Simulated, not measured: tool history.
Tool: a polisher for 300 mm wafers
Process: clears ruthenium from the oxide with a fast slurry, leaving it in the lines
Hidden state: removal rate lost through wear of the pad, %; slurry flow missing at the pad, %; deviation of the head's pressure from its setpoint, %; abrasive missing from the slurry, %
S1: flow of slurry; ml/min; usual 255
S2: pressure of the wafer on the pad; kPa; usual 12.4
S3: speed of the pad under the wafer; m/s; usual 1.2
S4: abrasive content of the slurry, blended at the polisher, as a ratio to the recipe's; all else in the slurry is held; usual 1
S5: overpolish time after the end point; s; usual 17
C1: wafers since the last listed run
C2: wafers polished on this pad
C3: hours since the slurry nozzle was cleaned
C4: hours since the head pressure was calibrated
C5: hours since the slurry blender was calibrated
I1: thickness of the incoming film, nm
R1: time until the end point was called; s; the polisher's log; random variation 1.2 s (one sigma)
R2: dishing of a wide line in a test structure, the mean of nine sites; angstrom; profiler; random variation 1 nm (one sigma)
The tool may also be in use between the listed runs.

Run 1, hour 0: usual settings but S1 320 ml/min, S4 1.25; C1 0; C2 401; C3 34.7; C4 843.5; C5 53.5; I1 264.7. Result: R1 72.6 s, R2 489 angstrom.
Run 2, hour 16.4: usual settings but S5 9 s; C1 169; C2 571; C3 51.1; C4 859.9; C5 69.9; I1 258.7. Result: R1 82.2 s, R2 250 angstrom.
Run 3, hour 28.4: usual settings but S2 15.2 kPa; C1 124; C2 695; C3 63.1; C4 871.9; C5 81.9; I1 261.9. Result: R1 73.1 s, R2 478 angstrom.
Run 4, hour 38.1: usual settings but S2 15.2 kPa; C1 100; C2 795; C3 72.8; C4 881.6; C5 91.6; I1 258. Result: R1 73.3 s, R2 478 angstrom.
Run 5, hour 50.4: usual settings; C1 127; C2 922; C3 85.1; C4 893.9; C5 103.9; I1 262.5. Result: R1 83 s, R2 422 angstrom.
Run 6, hour 66.8: usual settings; C1 169; C2 1092; C3 101.5; C4 910.3; C5 120.3; I1 256.4. Result: R1 82.9 s, R2 429 angstrom.
Run 7, hour 76.7: usual settings but S4 0.85; C1 102; C2 1194; C3 111.4; C4 920.2; C5 130.2; I1 259. Result: R1 90.1 s, R2 396 angstrom.
Run 8, hour 83.5: usual settings but S2 14.5 kPa, S4 0.9; C1 70; C2 1265; C3 118.2; C4 927; C5 137; I1 260.4. Result: R1 81.3 s, R2 440 angstrom.
At hour 87.9: worn pad replaced by a new one.
Run 9, hour 96.5: usual settings but S2 14.5 kPa, S4 0.9; C1 93; C2 89; C3 131.2; C4 940; C5 150; I1 254.1. Result: R1 82 s, R2 416 angstrom.
Run 10, hour 108.8: usual settings but S2 14.5 kPa, S4 0.9; C1 127; C2 216; C3 143.5; C4 952.3; C5 162.3; I1 256.4. Result: R1 83.2 s, R2 431 angstrom.
Run 11, hour 117: usual settings but S1 230 ml/min, S4 1.1; C1 84; C2 301; C3 151.7; C4 960.5; C5 170.5; I1 260.5. Result: R1 87 s, R2 414 angstrom.
Run 12, hour 131.4: usual settings but S4 0.9, S5 23 s; C1 148; C2 449; C3 166.1; C4 974.9; C5 184.9; I1 260.3. Result: R1 95.5 s, R2 512 angstrom.
Run 13, hour 144.1: usual settings but S1 225 ml/min; C1 131; C2 581; C3 178.8; C4 987.6; C5 197.6; I1 258.1. Result: R1 95.8 s, R2 386 angstrom.
Run 14, hour 154.7: usual settings; C1 109; C2 690; C3 189.4; C4 998.2; C5 208.2; I1 258.6. Result: R1 92.6 s, R2 377 angstrom.
Run 15, hour 162.7: usual settings but S2 14.5 kPa; C1 82; C2 773; C3 197.4; C4 1006.2; C5 216.2; I1 261.4. Result: R1 83.9 s, R2 418 angstrom.
Run 16, hour 170: usual settings; C1 75; C2 848; C3 204.7; C4 1013.5; C5 223.5; I1 254.8. Result: R1 95 s, R2 376 angstrom.
Run 17, hour 186.4: usual settings but S2 14.5 kPa, S4 0.9; C1 169; C2 1018; C3 221.1; C4 1029.9; C5 239.9; I1 259.9. Result: R1 90.1 s, R2 394 angstrom.
Run 18, hour 195: usual settings but S4 0.7; C1 88; C2 1107; C3 229.7; C4 1038.5; C5 248.5; I1 261.4. Result: R1 117 s, R2 315 angstrom.
At hour 204.8: slurry nozzle cleaned.
Run 19, hour 206.6: usual settings; C1 109; C2 1216; C3 1.8; C4 1050.1; C5 260.1; I1 261.6. Result: R1 89.8 s, R2 400 angstrom.
At hour 208.6: head pressure recalibrated.
At hour 212.7: worn pad replaced by a new one.
Run 20, hour 214.3: usual settings but S1 205 ml/min, S3 1.08 m/s, S4 1.3, S5 12 s; C1 17; C2 16; C3 9.5; C4 5.7; C5 267.8; I1 259.9. Result: R1 88.9 s, R2 296 angstrom.
At hour 217.2: slurry blender recalibrated.
Run 21, hour 222.2: usual settings but S4 0.9; C1 60; C2 77; C3 17.4; C4 13.6; C5 5; I1 261.7. Result: R1 82.3 s, R2 428 angstrom.
Run 22, hour 232.3: usual settings but S2 16.5 kPa; C1 104; C2 181; C3 27.5; C4 23.7; C5 15.1; I1 258.7. Result: R1 65.7 s, R2 526 angstrom.
Run 23, hour 239.2: usual settings but S2 13.8 kPa, S4 0.85; C1 71; C2 253; C3 34.4; C4 30.6; C5 22; I1 258.5. Result: R1 80.4 s, R2 442 angstrom.
Run 24, hour 251.4: usual settings but S5 14 s; C1 126; C2 379; C3 46.6; C4 42.8; C5 34.2; I1 262.5. Result: R1 81.9 s, R2 372 angstrom.
Run 25, hour 258.8: usual settings but S1 330 ml/min, S2 14.5 kPa, S4 0.9, S5 22 s; C1 76; C2 455; C3 54; C4 50.2; C5 41.6; I1 263.1. Result: R1 75.9 s, R2 608 angstrom.
Run 26, hour 271.6: usual settings; C1 132; C2 588; C3 66.8; C4 63; C5 54.4; I1 257.3. Result: R1 80.5 s, R2 451 angstrom.
Run 27, hour 282.6: usual settings but S1 295 ml/min, S4 1.1, S5 12 s; C1 113; C2 701; C3 77.8; C4 74; C5 65.4; I1 258.7. Result: R1 78.7 s, R2 331 angstrom.
Run 28, hour 299.3: usual settings but S1 220 ml/min, S3 1.54 m/s, S4 1.1; C1 172; C2 874; C3 94.5; C4 90.7; C5 82.1; I1 257.5. Result: R1 65.7 s, R2 504 angstrom.

Forecast each of these 5 alternatives for the next run:
Run A, hour 299.7: usual settings; C1 4; C2 878; C3 94.9; C4 91.1; C5 82.5; I1 259.9. Result: R1 ?, R2 ?.
Run B, hour 299.7: usual settings but S3 0.82 m/s; C1 4; C2 878; C3 94.9; C4 91.1; C5 82.5; I1 259.9. Result: R1 ?, R2 ?.
Run C, hour 299.7: usual settings but S4 1.1; C1 4; C2 878; C3 94.9; C4 91.1; C5 82.5; I1 259.9. Result: R1 ?, R2 ?.
Run D, hour 299.7: usual settings but S1 200 ml/min, S5 22 s; C1 4; C2 878; C3 94.9; C4 91.1; C5 82.5; I1 259.9. Result: R1 ?, R2 ?.
Run E, hour 299.7: usual settings but S2 15.9 kPa; C1 4; C2 878; C3 94.9; C4 91.1; C5 82.5; I1 259.9. Result: R1 ?, R2 ?.

run    R1   R2
  A  83.9  420
  B   115  316
  C  80.8  434
  D  87.3  509
  E  71.1  486
Without the tool's hidden state the same runs would have given:
run     R1   R2
  A   77.1  453
  B  105.7  341
  C   74.5  467
  D   79.6  550
  E   65.3  523

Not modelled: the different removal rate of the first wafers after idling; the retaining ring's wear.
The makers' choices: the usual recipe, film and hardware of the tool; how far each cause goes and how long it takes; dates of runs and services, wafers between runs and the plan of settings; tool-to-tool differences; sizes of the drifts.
